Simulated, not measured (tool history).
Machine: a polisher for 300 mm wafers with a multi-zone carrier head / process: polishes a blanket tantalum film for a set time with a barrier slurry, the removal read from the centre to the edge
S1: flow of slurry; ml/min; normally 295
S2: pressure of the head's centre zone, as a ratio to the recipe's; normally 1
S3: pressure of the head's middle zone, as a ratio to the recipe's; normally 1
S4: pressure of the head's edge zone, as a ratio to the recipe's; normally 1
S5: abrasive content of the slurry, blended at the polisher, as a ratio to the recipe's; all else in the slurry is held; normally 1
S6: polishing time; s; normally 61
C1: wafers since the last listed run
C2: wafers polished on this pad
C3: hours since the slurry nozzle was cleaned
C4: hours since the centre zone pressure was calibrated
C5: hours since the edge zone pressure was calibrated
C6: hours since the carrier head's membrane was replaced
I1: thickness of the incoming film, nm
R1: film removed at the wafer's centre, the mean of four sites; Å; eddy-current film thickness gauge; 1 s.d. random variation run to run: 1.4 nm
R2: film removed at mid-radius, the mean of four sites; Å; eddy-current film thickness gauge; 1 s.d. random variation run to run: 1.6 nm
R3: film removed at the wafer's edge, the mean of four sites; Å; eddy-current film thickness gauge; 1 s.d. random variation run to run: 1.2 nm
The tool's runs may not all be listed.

run	hour	S1	S2	S3	S4	S5	S6	C1	C2	C3	C4	C5	C6	I1	R1	R2	R3
1	0	295	1	1	1	1	61	0	659	80.6	245.9	961.5	701.8	475.4	956	971	952
2	6.6	375	1.04	1.07	1	1	52	59	718	87.2	252.5	968.1	708.4	474.2	877	904	811
3	21.2	295	1	1	1	1	71	130	848	101.8	267.1	982.7	723	473.1	1083	1128	1097
4	30	340	1	1	0.9	1	61	78	927	110.6	275.9	991.5	731.8	469.7	976	953	910
5	38.3	295	1	1	1.07	1	48	74	1001	118.9	284.2	999.8	740.1	470.9	749	746	752
6	50.5	295	1	1	0.95	1	67	109	1110	131.1	296.4	1012	752.3	466.4	1022	1043	997
7	63.4	295	1.05	1	1	1	61	115	1226	144	309.3	1024.9	765.2	463.7	999	940	921
# hour 70.4: worn pad replaced by a new one
8	70.8	295	1	1	1	1	61	30	3	151.4	316.7	1032.3	772.6	462.8	1066	1049	1055
# hour 74.6: centre zone pressure recalibrated
9	82.9	295	1	1	1	1	61	90	93	163.5	8.3	1044.4	784.7	472.2	1017	1064	1041
10	99.8	295	1.11	0.97	1	1	61	151	245	180.4	25.2	1061.3	801.6	470.8	1124	969	990
# hour 104.1: edge zone pressure recalibrated
# hour 111.9: carrier head's membrane replaced by a new one
11	117.1	295	1	1	1	1	77	92	337	197.7	42.5	13	5.2	466.3	1238	1233	1213

Estimate the outcome of run 12 from the log above:
12	131.4	295	0.94	1	1	1	61	127	465	212	56.8	27.3	19.5	474.2	?	?	?

Logged for run 12: R1 895 Å, R2 963 Å, R3 952 Å.
On a tool with no hidden condition, and with the same random variation, this run would have come out at R1 991 Å, R2 1066 Å, R3 1054 Å.
